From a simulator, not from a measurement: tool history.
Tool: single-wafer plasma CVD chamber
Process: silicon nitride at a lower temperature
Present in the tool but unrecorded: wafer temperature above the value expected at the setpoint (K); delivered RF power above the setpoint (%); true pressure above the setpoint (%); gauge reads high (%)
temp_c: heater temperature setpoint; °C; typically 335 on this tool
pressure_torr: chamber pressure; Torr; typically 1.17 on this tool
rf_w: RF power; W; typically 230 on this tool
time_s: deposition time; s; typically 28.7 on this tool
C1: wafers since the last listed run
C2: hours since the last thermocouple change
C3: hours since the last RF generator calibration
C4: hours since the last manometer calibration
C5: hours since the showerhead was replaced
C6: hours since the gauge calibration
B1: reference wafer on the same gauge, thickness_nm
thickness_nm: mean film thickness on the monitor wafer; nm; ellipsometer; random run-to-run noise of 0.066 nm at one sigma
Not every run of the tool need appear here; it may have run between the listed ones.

Run 1, hour 0: usual settings; C1 0; C2 1569.7; C3 1576; C4 2418.9; C5 5782.1; C6 48.6; B1 24.421. Result: thickness_nm 23.692 nm.
Run 2, hour 7.6: usual settings; C1 207; C2 1577.3; C3 1583.6; C4 2426.5; C5 5789.7; C6 56.2; B1 24.398. Result: thickness_nm 23.565 nm.
Run 3, hour 22.2: usual settings but temp_c 327 °C; C1 399; C2 1591.9; C3 1598.2; C4 2441.1; C5 5804.3; C6 70.8; B1 24.387. Result: thickness_nm 23.656 nm.
Run 4, hour 30.2: usual settings but temp_c 327 °C; C1 218; C2 1599.9; C3 1606.2; C4 2449.1; C5 5812.3; C6 78.8; B1 24.392. Result: thickness_nm 23.748 nm.
Run 5, hour 44.2: usual settings but temp_c 327 °C; C1 382; C2 1613.9; C3 1620.2; C4 2463.1; C5 5826.3; C6 92.8; B1 24.408. Result: thickness_nm 23.75 nm.
Run 6, hour 61.9: usual settings; C1 484; C2 1631.6; C3 1637.9; C4 2480.8; C5 5844; C6 110.5; B1 24.413. Result: thickness_nm 23.585 nm.
Run 7, hour 77.6: usual settings; C1 429; C2 1647.3; C3 1653.6; C4 2496.5; C5 5859.7; C6 126.2; B1 24.41. Result: thickness_nm 23.562 nm.
Run 8, hour 85.1: usual settings; C1 205; C2 1654.8; C3 1661.1; C4 2504; C5 5867.2; C6 133.7; B1 24.398. Result: thickness_nm 23.611 nm.
Run 9, hour 97.5: usual settings but time_s 27.4 s; C1 339; C2 1667.2; C3 1673.5; C4 2516.4; C5 5879.6; C6 146.1; B1 24.419. Result: thickness_nm 22.647 nm.
Run 10, hour 112: usual settings but time_s 27.4 s; C1 396; C2 1681.7; C3 1688; C4 2530.9; C5 5894.1; C6 160.6; B1 24.398. Result: thickness_nm 22.485 nm.
At hour 125: RF generator calibrated.
Run 11, hour 125.5: usual settings but time_s 27.4 s; C1 150; C2 1695.2; C3 0.5; C4 2544.4; C5 5907.6; C6 174.1; B1 24.394. Result: thickness_nm 21.723 nm.
Run 12, hour 125.8: usual settings but rf_w 200 W; C1 8; C2 1695.5; C3 0.8; C4 2544.7; C5 5907.9; C6 174.4; B1 24.404. Result: thickness_nm 19.686 nm.
Run 13, hour 141.7: usual settings but temp_c 330 °C, pressure_torr 1.27 Torr, rf_w 250 W; C1 434; C2 1711.4; C3 16.7; C4 2560.6; C5 5923.8; C6 190.3; B1 24.402. Result: thickness_nm 24.855 nm.
At hour 151.9: gauge calibrated.
At hour 152.4: capacitance manometer re-zeroed and calibrated.
Run 14, hour 158.9: usual settings but rf_w 255 W; C1 251; C2 1728.6; C3 33.9; C4 6.5; C5 5941; C6 7; B1 24.396. Result: thickness_nm 24.825 nm.
At hour 172.5: RF generator calibrated, repeated, since the last time left the tool worse.
Run 15, hour 174.7: usual settings but temp_c 345 °C; C1 213; C2 1744.4; C3 2.2; C4 22.3; C5 5956.8; C6 22.8; B1 24.397. Result: thickness_nm 24.83 nm.
At hour 188.6: showerhead replaced.
Run 16, hour 189.1: usual settings but temp_c 346 °C, time_s 30.5 s; C1 175; C2 1758.8; C3 16.6; C4 36.7; C5 0.5; C6 37.2; B1 24.415. Result: thickness_nm 26.305 nm.
Run 17, hour 200.1: usual settings but rf_w 215 W; C1 300; C2 1769.8; C3 27.6; C4 47.7; C5 11.5; C6 48.2; B1 24.39. Result: thickness_nm 23.326 nm.
At hour 208.4: thermocouple changed; heater temperature recalibrated.
Run 18, hour 215.3: usual settings but time_s 27.4 s; C1 196; C2 6.9; C3 42.8; C4 62.9; C5 26.7; C6 63.4; B1 24.412. Result: thickness_nm 23.632 nm.
Run 19, hour 228.1: usual settings but temp_c 330 °C, pressure_torr 1.34 Torr, rf_w 245 W, time_s 25.2 s; C1 350; C2 19.7; C3 55.6; C4 75.7; C5 39.5; C6 76.2; B1 24.393. Result: thickness_nm 23.748 nm.
Run 20, hour 242.1: usual settings but temp_c 327 °C, pressure_torr 1.04 Torr, rf_w 200 W, time_s 24.6 s; C1 382; C2 33.7; C3 69.6; C4 89.7; C5 53.5; C6 90.2; B1 24.393. Result: thickness_nm 18.125 nm.
Run 21, hour 249.9: usual settings but temp_c 323 °C, pressure_torr 1.36 Torr, rf_w 240 W, time_s 26.6 s; C1 213; C2 41.5; C3 77.4; C4 97.5; C5 61.3; C6 98; B1 24.397. Result: thickness_nm 24.631 nm.
Run 22, hour 265: usual settings; C1 412; C2 56.6; C3 92.5; C4 112.6; C5 76.4; C6 113.1; B1 24.405. Result: thickness_nm 24.62 nm.

Each row is a separate what-if for the run after 22, all from the same tool condition, not one after another. Results?
Run A, hour 265.4: usual settings; C1 10; C2 57; C3 92.9; C4 113; C5 76.8; C6 113.5; B1 ?. Result: thickness_nm ?.
Run B, hour 265.4: usual settings but temp_c 330 °C, rf_w 190 W; C1 10; C2 57; C3 92.9; C4 113; C5 76.8; C6 113.5; B1 ?. Result: thickness_nm ?.
Run C, hour 265.4: usual settings but temp_c 331 °C, rf_w 270 W; C1 10; C2 57; C3 92.9; C4 113; C5 76.8; C6 113.5; B1 ?. Result: thickness_nm ?.
Run D, hour 265.4: usual settings but pressure_torr 1.04 Torr, time_s 24.7 s; C1 10; C2 57; C3 92.9; C4 113; C5 76.8; C6 113.5; B1 ?. Result: thickness_nm ?.
Run E, hour 265.4: usual settings but temp_c 345 °C, pressure_torr 1.34 Torr; C1 10; C2 57; C3 92.9; C4 113; C5 76.8; C6 113.5; B1 ?. Result: thickness_nm ?.

run      B1  thickness_nm
  A  24.402        24.684
  B  24.402        20.528
  C  24.402        28.452
  D  24.402        20.721
  E  24.402        25.321
With the hidden condition removed and each run's random variation left untouched, the same runs would have given:
run  thickness_nm
  A        25.008
  B        20.812
  C        28.796
  D        20.993
  E        25.654
